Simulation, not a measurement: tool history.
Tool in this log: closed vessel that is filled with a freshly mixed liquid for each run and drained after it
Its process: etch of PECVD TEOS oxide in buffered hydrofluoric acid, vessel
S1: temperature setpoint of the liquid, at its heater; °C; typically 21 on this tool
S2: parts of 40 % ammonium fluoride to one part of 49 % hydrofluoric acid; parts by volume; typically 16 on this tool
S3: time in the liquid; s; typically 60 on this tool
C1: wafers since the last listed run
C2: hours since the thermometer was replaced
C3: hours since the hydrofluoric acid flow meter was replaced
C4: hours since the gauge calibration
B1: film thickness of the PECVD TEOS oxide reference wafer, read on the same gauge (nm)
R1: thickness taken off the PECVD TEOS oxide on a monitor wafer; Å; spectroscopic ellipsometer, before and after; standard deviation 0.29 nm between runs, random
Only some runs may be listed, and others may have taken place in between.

run 1 hour=0 | S1=21 S2=16 S3=60 | C1=0 C2=1488.6 C3=315.2 C4=1532.2 | B1=50.04 | R1=762.2
run 2 hour=67.4 | S1=21 S2=16 S3=60 | C1=9017 C2=1556 C3=382.6 C4=1599.6 | B1=49.98 | R1=764.9
-- hour=81.2 thermometer replaced
run 3 hour=158.3 | S1=21 S2=16 S3=60 | C1=12027 C2=77.1 C3=473.5 C4=1690.5 | B1=50.01 | R1=736
run 4 hour=254.2 | S1=19.5 S2=16 S3=60 | C1=12830 C2=173 C3=569.4 C4=1786.4 | B1=49.98 | R1=669.7
run 5 hour=334.7 | S1=19.5 S2=16 S3=60 | C1=10769 C2=253.5 C3=649.9 C4=1866.9 | B1=49.95 | R1=673.7
run 6 hour=428.9 | S1=19.5 S2=16 S3=60 | C1=12602 C2=347.7 C3=744.1 C4=1961.1 | B1=50.01 | R1=673.8
run 7 hour=502.5 | S1=21 S2=16 S3=60 | C1=9846 C2=421.3 C3=817.7 C4=2034.7 | B1=50.05 | R1=736.6
run 8 hour=549.7 | S1=21 S2=16 S3=60 | C1=6314 C2=468.5 C3=864.9 C4=2081.9 | B1=50 | R1=734.7
run 9 hour=650.9 | S1=21 S2=16 S3=60 | C1=13539 C2=569.7 C3=966.1 C4=2183.1 | B1=50.02 | R1=742.5
run 10 hour=701.9 | S1=17.5 S2=16 S3=60 | C1=6823 C2=620.7 C3=1017.1 C4=2234.1 | B1=50.04 | R1=606.2
run 11 hour=788.6 | S1=17.5 S2=16 S3=60 | C1=11599 C2=707.4 C3=1103.8 C4=2320.8 | B1=49.95 | R1=606.2
run 12 hour=882.1 | S1=21 S2=16 S3=70 | C1=12509 C2=800.9 C3=1197.3 C4=2414.3 | B1=49.98 | R1=856.5
run 13 hour=929 | S1=21 S2=16 S3=70 | C1=6274 C2=847.8 C3=1244.2 C4=2461.2 | B1=50.03 | R1=861.5
run 14 hour=971.2 | S1=21 S2=16 S3=60 | C1=5645 C2=890 C3=1286.4 C4=2503.4 | B1=49.99 | R1=740
run 15 hour=1007.7 | S1=17 S2=11 S3=35 | C1=4883 C2=926.5 C3=1322.9 C4=2539.9 | B1=50 | R1=493.4
run 16 hour=1073.8 | S1=25 S2=19.5 S3=30 | C1=8843 C2=992.6 C3=1389 C4=2606 | B1=50.01 | R1=378.8
-- hour=1112.1 gauge calibrated
run 17 hour=1179.4 | S1=21 S2=16 S3=60 | C1=14127 C2=1098.2 C3=1494.6 C4=67.3 | B1=49.98 | R1=741
run 18 hour=1425.1 | S1=25 S2=19.5 S3=35 | C1=32871 C2=1343.9 C3=1740.3 C4=313 | B1=50.01 | R1=444.6
-- hour=1483.6 hydrofluoric acid flow meter replaced
run 19 hour=1532.5 | S1=21 S2=12.5 S3=40 | C1=14235 C2=1451.3 C3=48.9 C4=420.4 | B1=49.98 | R1=646.2
-- hour=1630.6 thermometer replaced
run 20 hour=1635.8 | S1=21 S2=21.5 S3=30 | C1=13686 C2=5.2 C3=152.2 C4=523.7 | B1=50.03 | R1=280.4
run 21 hour=1741.1 | S1=21 S2=16 S3=60 | C1=14087 C2=110.5 C3=257.5 C4=629 | B1=50.03 | R1=729.2
run 22 hour=1829.6 | S1=17 S2=16 S3=40 | C1=11840 C2=199 C3=346 C4=717.5 | B1=49.99 | R1=392.8
run 23 hour=1876.9 | S1=23.5 S2=19 S3=75 | C1=6328 C2=246.3 C3=393.3 C4=764.8 | B1=49.99 | R1=898.5
run 24 hour=1954.8 | S1=21 S2=16 S3=60 | C1=10422 C2=324.2 C3=471.2 C4=842.7 | B1=50 | R1=736.5
run 25 hour=2029.7 | S1=21 S2=16 S3=60 | C1=10020 C2=399.1 C3=546.1 C4=917.6 | B1=50.02 | R1=734.1
run 26 hour=2137.2 | S1=21 S2=16 S3=60 | C1=14382 C2=506.6 C3=653.6 C4=1025.1 | B1=49.98 | R1=740.9
run 27 hour=2210.8 | S1=21 S2=16 S3=60 | C1=9846 C2=580.2 C3=727.2 C4=1098.7 | B1=50.02 | R1=743.6
run 28 hour=2294.6 | S1=24.5 S2=16 S3=60 | C1=11211 C2=664 C3=811 C4=1182.5 | B1=49.98 | R1=897.6
run 29 hour=2364.7 | S1=21 S2=19.5 S3=50 | C1=9378 C2=734.1 C3=881.1 C4=1252.6 | B1=50.02 | R1=508
run 30 hour=2469.3 | S1=18 S2=12.5 S3=50 | C1=13994 C2=838.7 C3=985.7 C4=1357.2 | B1=49.99 | R1=668.8
run 31 hour=2536.2 | S1=23 S2=14.5 S3=45 | C1=8950 C2=905.6 C3=1052.6 C4=1424.1 | B1=50.05 | R1=681.7
run 32 hour=2640.8 | S1=21 S2=21 S3=60 | C1=13994 C2=1010.2 C3=1157.2 C4=1528.7 | B1=50.02 | R1=580.3

5 options for the next run, each taken on its own from the tool as it stands now. Forecast them:
run A hour=2641.5 | S1=21 S2=20 S3=60 | C1=93 C2=1010.9 C3=1157.9 C4=1529.4 | B1=? | R1=?
run B hour=2641.5 | S1=25.5 S2=16 S3=60 | C1=93 C2=1010.9 C3=1157.9 C4=1529.4 | B1=? | R1=?
run C hour=2641.5 | S1=25 S2=14 S3=75 | C1=93 C2=1010.9 C3=1157.9 C4=1529.4 | B1=? | R1=?
run D hour=2641.5 | S1=18 S2=16 S3=60 | C1=93 C2=1010.9 C3=1157.9 C4=1529.4 | B1=? | R1=?
run E hour=2641.5 | S1=21 S2=17.5 S3=60 | C1=93 C2=1010.9 C3=1157.9 C4=1529.4 | B1=? | R1=?

run=A B1=49.99 R1=604.6
run=B B1=49.99 R1=958.7
run=C B1=49.99 R1=1330
run=D B1=49.99 R1=633.5
run=E B1=49.99 R1=686.2
Had the tool no hidden state, the same runs would have come out as:
run=A R1=591.4
run=B R1=943.7
run=C R1=1309
run=D R1=622.6
run=E R1=674.8
